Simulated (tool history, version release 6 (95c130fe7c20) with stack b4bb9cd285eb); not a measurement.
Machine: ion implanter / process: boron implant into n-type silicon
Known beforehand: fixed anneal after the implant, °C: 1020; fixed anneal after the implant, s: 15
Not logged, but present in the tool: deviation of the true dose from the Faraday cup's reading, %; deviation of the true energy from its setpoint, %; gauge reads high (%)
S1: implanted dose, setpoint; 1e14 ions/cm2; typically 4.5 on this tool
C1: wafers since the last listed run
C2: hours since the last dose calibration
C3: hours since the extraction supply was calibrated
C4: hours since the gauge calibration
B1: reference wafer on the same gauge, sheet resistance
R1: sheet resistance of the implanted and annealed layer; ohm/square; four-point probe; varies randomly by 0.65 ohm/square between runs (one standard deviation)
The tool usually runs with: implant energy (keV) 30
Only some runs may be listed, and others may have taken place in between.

{"run": 1, "day": 0.0, "S1": 4.5, "implant energy (keV)": 30, "C1": 0, "C2": 816.4, "C3": 5211, "C4": 56.6, "B1": 220.27, "R1": 191.69}
{"run": 2, "day": 0.312, "S1": 4.5, "implant energy (keV)": 34, "C1": 120, "C2": 823.9, "C3": 5218.5, "C4": 64.1, "B1": 219.8, "R1": 188.51}
{"run": 3, "day": 0.892, "S1": 4.5, "implant energy (keV)": 34, "C1": 223, "C2": 837.8, "C3": 5232.4, "C4": 78, "B1": 220.31, "R1": 188.07}
{"run": 4, "day": 2.35, "S1": 4.5, "implant energy (keV)": 30, "C1": 563, "C2": 872.8, "C3": 5267.4, "C4": 113, "B1": 220, "R1": 191.01}
{"run": 5, "day": 2.633, "S1": 4.02, "implant energy (keV)": 30, "C1": 109, "C2": 879.6, "C3": 5274.2, "C4": 119.8, "B1": 220.25, "R1": 209.64}
{"run": 6, "day": 3.262, "S1": 4.02, "implant energy (keV)": 30, "C1": 243, "C2": 894.7, "C3": 5289.3, "C4": 134.9, "B1": 220.1, "R1": 209.47}
{"run": 7, "day": 3.754, "S1": 4.02, "implant energy (keV)": 30, "C1": 190, "C2": 906.5, "C3": 5301.1, "C4": 146.7, "B1": 220.09, "R1": 208.81}
{"run": 8, "day": 4.242, "S1": 4.17, "implant energy (keV)": 24.5, "C1": 188, "C2": 918.2, "C3": 5312.8, "C4": 158.4, "B1": 219.9, "R1": 207.8}
{"run": 9, "day": 4.588, "S1": 4.17, "implant energy (keV)": 24.5, "C1": 133, "C2": 926.5, "C3": 5321.1, "C4": 166.7, "B1": 220.1, "R1": 208.55}
{"run": 10, "day": 5.162, "S1": 4.17, "implant energy (keV)": 24.5, "C1": 222, "C2": 940.3, "C3": 5334.9, "C4": 180.5, "B1": 219.72, "R1": 206.57}
{"day": 5.862, "done": "Faraday cup replaced and dose calibrated"}
{"run": 11, "day": 5.9, "S1": 4.5, "implant energy (keV)": 26.5, "C1": 156, "C2": 0.9, "C3": 5352.6, "C4": 198.2, "B1": 220.09, "R1": 201.68}
{"run": 12, "day": 6.429, "S1": 5.3, "implant energy (keV)": 30, "C1": 204, "C2": 13.6, "C3": 5365.3, "C4": 210.9, "B1": 220.02, "R1": 173.95}
{"run": 13, "day": 8.654, "S1": 3.67, "implant energy (keV)": 35, "C1": 860, "C2": 67, "C3": 5418.7, "C4": 264.3, "B1": 219.78, "R1": 229.5}
{"run": 14, "day": 8.912, "S1": 4.5, "implant energy (keV)": 25.5, "C1": 99, "C2": 73.2, "C3": 5424.9, "C4": 270.5, "B1": 219.99, "R1": 200.96}
{"day": 9.796, "done": "gauge calibrated"}
{"run": 15, "day": 10.392, "S1": 4.5, "implant energy (keV)": 30, "C1": 571, "C2": 108.7, "C3": 5460.4, "C4": 14.3, "B1": 220.05, "R1": 196.93}
{"run": 16, "day": 10.829, "S1": 4.5, "implant energy (keV)": 37.5, "C1": 169, "C2": 119.2, "C3": 5470.9, "C4": 24.8, "B1": 219.71, "R1": 192}
{"day": 11.175, "done": "extraction supply calibrated"}
{"run": 17, "day": 11.504, "S1": 3.96, "implant energy (keV)": 27, "C1": 132, "C2": 135.4, "C3": 7.9, "C4": 41, "B1": 219.96, "R1": 220.55}
{"run": 18, "day": 12.012, "S1": 4.5, "implant energy (keV)": 30, "C1": 196, "C2": 147.6, "C3": 20.1, "C4": 53.2, "B1": 220.1, "R1": 195.88}
{"run": 19, "day": 12.604, "S1": 3.52, "implant energy (keV)": 35.5, "C1": 228, "C2": 161.8, "C3": 34.3, "C4": 67.4, "B1": 220.03, "R1": 233.7}
{"run": 20, "day": 12.958, "S1": 3.55, "implant energy (keV)": 21.5, "C1": 136, "C2": 170.3, "C3": 42.8, "C4": 75.9, "B1": 220.08, "R1": 246.64}
{"run": 21, "day": 13.629, "S1": 4.5, "implant energy (keV)": 30, "C1": 259, "C2": 186.4, "C3": 58.9, "C4": 92, "B1": 219.98, "R1": 194.77}
{"run": 22, "day": 14.362, "S1": 4.12, "implant energy (keV)": 23.5, "C1": 283, "C2": 204, "C3": 76.5, "C4": 109.6, "B1": 219.95, "R1": 214.87}
{"run": 23, "day": 15.05, "S1": 4.02, "implant energy (keV)": 30, "C1": 265, "C2": 220.5, "C3": 93, "C4": 126.1, "B1": 220.21, "R1": 213.1}
{"run": 24, "day": 15.442, "S1": 4.5, "implant energy (keV)": 25, "C1": 151, "C2": 229.9, "C3": 102.4, "C4": 135.5, "B1": 219.77, "R1": 198.23}

Consider 5 possible next runs. They are alternatives, not a sequence: every one starts from the tool as it was left by run 24. What does each give?
{"run": "A", "day": 15.458, "S1": 5.41, "implant energy (keV)": 30, "C1": 6, "C2": 230.3, "C3": 102.8, "C4": 135.9, "B1": "?", "R1": "?"}
{"run": "B", "day": 15.458, "S1": 4.5, "implant energy (keV)": 33.5, "C1": 6, "C2": 230.3, "C3": 102.8, "C4": 135.9, "B1": "?", "R1": "?"}
{"run": "C", "day": 15.458, "S1": 3.19, "implant energy (keV)": 22.5, "C1": 6, "C2": 230.3, "C3": 102.8, "C4": 135.9, "B1": "?", "R1": "?"}
{"run": "D", "day": 15.458, "S1": 3.54, "implant energy (keV)": 40, "C1": 6, "C2": 230.3, "C3": 102.8, "C4": 135.9, "B1": "?", "R1": "?"}
{"run": "E", "day": 15.458, "S1": 5.85, "implant energy (keV)": 39, "C1": 6, "C2": 230.3, "C3": 102.8, "C4": 135.9, "B1": "?", "R1": "?"}

run=A B1=220.26 R1=167.66
run=B B1=220.26 R1=192.76
run=C B1=220.26 R1=265.71
run=D B1=220.26 R1=229.94
run=E B1=220.26 R1=152.95
The same runs, with their run-to-run variation unchanged, on a tool lacking any hidden condition would have given:
run=A R1=172.14
run=B R1=197.87
run=C R1=272.59
run=D R1=235.94
run=E R1=156.99
